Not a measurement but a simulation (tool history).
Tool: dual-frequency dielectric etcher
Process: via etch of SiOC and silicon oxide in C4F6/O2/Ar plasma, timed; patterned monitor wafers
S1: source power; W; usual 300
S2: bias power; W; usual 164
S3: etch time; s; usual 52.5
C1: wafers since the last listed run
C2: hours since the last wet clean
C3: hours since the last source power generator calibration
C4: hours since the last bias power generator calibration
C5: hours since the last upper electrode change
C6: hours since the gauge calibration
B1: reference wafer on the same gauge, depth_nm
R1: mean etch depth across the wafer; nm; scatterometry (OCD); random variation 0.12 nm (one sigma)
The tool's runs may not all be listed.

Run 1, hour 0.0: usual settings; C1 0; C2 463.7; C3 4362.9; C4 3374.2; C5 4363.4; C6 148.2; B1 54.8. Result: R1 54.2 nm.
Run 2, hour 16.6: usual settings; C1 199; C2 480.3; C3 4379.5; C4 3390.8; C5 4380.0; C6 164.8; B1 54.8. Result: R1 54.2 nm.
At hour 19.6: gauge calibrated.
Run 3, hour 22.7: usual settings; C1 73; C2 486.4; C3 4385.6; C4 3396.9; C5 4386.1; C6 3.1; B1 54.8. Result: R1 54.4 nm.
Run 4, hour 30.6: usual settings; C1 95; C2 494.3; C3 4393.5; C4 3404.8; C5 4394.0; C6 11.0; B1 54.8. Result: R1 54.3 nm.
Run 5, hour 50.8: usual settings; C1 242; C2 514.5; C3 4413.7; C4 3425.0; C5 4414.2; C6 31.2; B1 54.8. Result: R1 54.5 nm.
Run 6, hour 68.0: usual settings but S3 44.5 s; C1 206; C2 531.7; C3 4430.9; C4 3442.2; C5 4431.4; C6 48.4; B1 54.8. Result: R1 46.4 nm.
Run 7, hour 82.8: usual settings but S3 44.5 s; C1 177; C2 546.5; C3 4445.7; C4 3457.0; C5 4446.2; C6 63.2; B1 54.8. Result: R1 46.2 nm.
Run 8, hour 94.0: usual settings; C1 134; C2 557.7; C3 4456.9; C4 3468.2; C5 4457.4; C6 74.4; B1 54.8. Result: R1 54.5 nm.
Run 9, hour 111.8: usual settings; C1 214; C2 575.5; C3 4474.7; C4 3486.0; C5 4475.2; C6 92.2; B1 54.8. Result: R1 54.6 nm.
Run 10, hour 123.9: usual settings; C1 145; C2 587.6; C3 4486.8; C4 3498.1; C5 4487.3; C6 104.3; B1 54.8. Result: R1 54.8 nm.
At hour 148.5: wet clean of the chamber.
At hour 150.4: bias power generator calibrated.
At hour 153.2: upper electrode replaced.
Run 11, hour 153.7: usual settings but S3 39.5 s; C1 13; C2 5.2; C3 4516.6; C4 3.3; C5 0.5; C6 134.1; B1 54.8. Result: R1 39.2 nm.
Run 12, hour 154.0: usual settings but S1 380 W, S2 129 W, S3 40.0 s; C1 3; C2 5.5; C3 4516.9; C4 3.6; C5 0.8; C6 134.4; B1 54.8. Result: R1 41.7 nm.
Run 13, hour 157.1: usual settings; C1 37; C2 8.6; C3 4520.0; C4 6.7; C5 3.9; C6 137.5; B1 54.8. Result: R1 52.5 nm.
Run 14, hour 174.0: usual settings but S1 340 W; C1 203; C2 25.5; C3 4536.9; C4 23.6; C5 20.8; C6 154.4; B1 54.8. Result: R1 55.2 nm.
Run 15, hour 187.0: usual settings; C1 156; C2 38.5; C3 4549.9; C4 36.6; C5 33.8; C6 167.4; B1 54.8. Result: R1 52.6 nm.
At hour 189.5: gauge calibrated.
At hour 201.5: source power generator calibrated.
Run 16, hour 203.0: usual settings but S2 181 W, S3 60.5 s; C1 144; C2 54.5; C3 1.5; C4 52.6; C5 49.8; C6 13.5; B1 54.8. Result: R1 61.8 nm.
Run 17, hour 214.4: usual settings but S1 350 W, S2 145 W, S3 66.5 s; C1 137; C2 65.9; C3 12.9; C4 64.0; C5 61.2; C6 24.9; B1 54.8. Result: R1 68.7 nm.

The next listed run, before its measurement:
Run 18, hour 225.3: usual settings but S3 64.5 s; C1 131; C2 76.8; C3 23.8; C4 74.9; C5 72.1; C6 35.8; B1 ?. Result: R1 ?.

B1: 54.8
R1: 64.4 nm
Without the tool's hidden state the same run would have given R1 64.1 nm.
